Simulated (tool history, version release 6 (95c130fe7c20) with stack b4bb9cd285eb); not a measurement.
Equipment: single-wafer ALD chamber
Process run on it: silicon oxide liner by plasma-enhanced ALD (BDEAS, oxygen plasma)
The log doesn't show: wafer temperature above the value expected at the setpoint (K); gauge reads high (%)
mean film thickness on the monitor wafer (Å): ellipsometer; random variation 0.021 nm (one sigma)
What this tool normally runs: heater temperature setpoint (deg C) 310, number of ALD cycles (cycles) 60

run,hour,heater temperature setpoint (deg C),number of ALD cycles (cycles),wafers since the last listed run,hours since the last thermocouple change,hours since the gauge calibration,"read-back reference wafer on the same gauge, thickness_nm",mean film thickness on the monitor wafer (Å)
1,0,298,51,0,1449.9,162.1,4.895,46.78
2,30,298,51,158,1479.9,192.1,4.889,46.85
3,58.3,310,60,149,1508.2,220.4,4.878,53.86
4,80.9,321,60,119,1530.8,243,4.872,52.51
5,111.4,321,60,160,1561.3,273.5,4.858,52.37
6,127.7,321,60,85,1577.6,289.8,4.856,52.5
7,163.6,310,60,189,1613.5,325.7,4.851,53.05
8,189.2,310,60,134,1639.1,351.3,4.844,53.25
9,221.9,304,51,172,1671.8,384,4.843,45.11
10,314.2,310,60,486,1764.1,476.3,4.794,52.71
# hour 322.8: thermocouple changed; heater temperature recalibrated
# hour 330.6: gauge calibrated
11,339.9,315,71,93,17.1,9.3,4.907,63.23
12,371.8,297,54,168,49,41.2,4.909,49.91
13,386.4,315,60,76,63.6,55.8,4.9,53.23
14,411.7,299,55,133,88.9,81.1,4.892,50.07
15,440.3,315,65,150,117.5,109.7,4.897,58.02
16,453.4,310,60,69,130.6,122.8,4.897,53.95
17,471.6,310,60,95,148.8,141,4.886,53.62
18,497.9,323,65,138,175.1,167.3,4.889,56.67
19,512.4,323,57,76,189.6,181.8,4.897,50.05
20,538.4,310,60,136,215.6,207.8,4.892,53.41
21,566.7,322,53,149,243.9,236.1,4.879,46.36

Here are 4 independent what-if runs from the current tool condition. What would each one return?
A,567.2,310,60,2,244.4,236.6,?,?
B,567.2,314,64,2,244.4,236.6,?,?
C,567.2,297,60,2,244.4,236.6,?,?
D,567.2,300,57,2,244.4,236.6,?,?

run,"read-back reference wafer on the same gauge, thickness_nm",mean film thickness on the monitor wafer (Å)
A,4.88,53.43
B,4.88,56.62
C,4.88,55.14
D,4.88,51.74
Without the tool's hidden state the same runs would have given:
run,mean film thickness on the monitor wafer (Å)
A,53.7
B,56.91
C,55.42
D,52
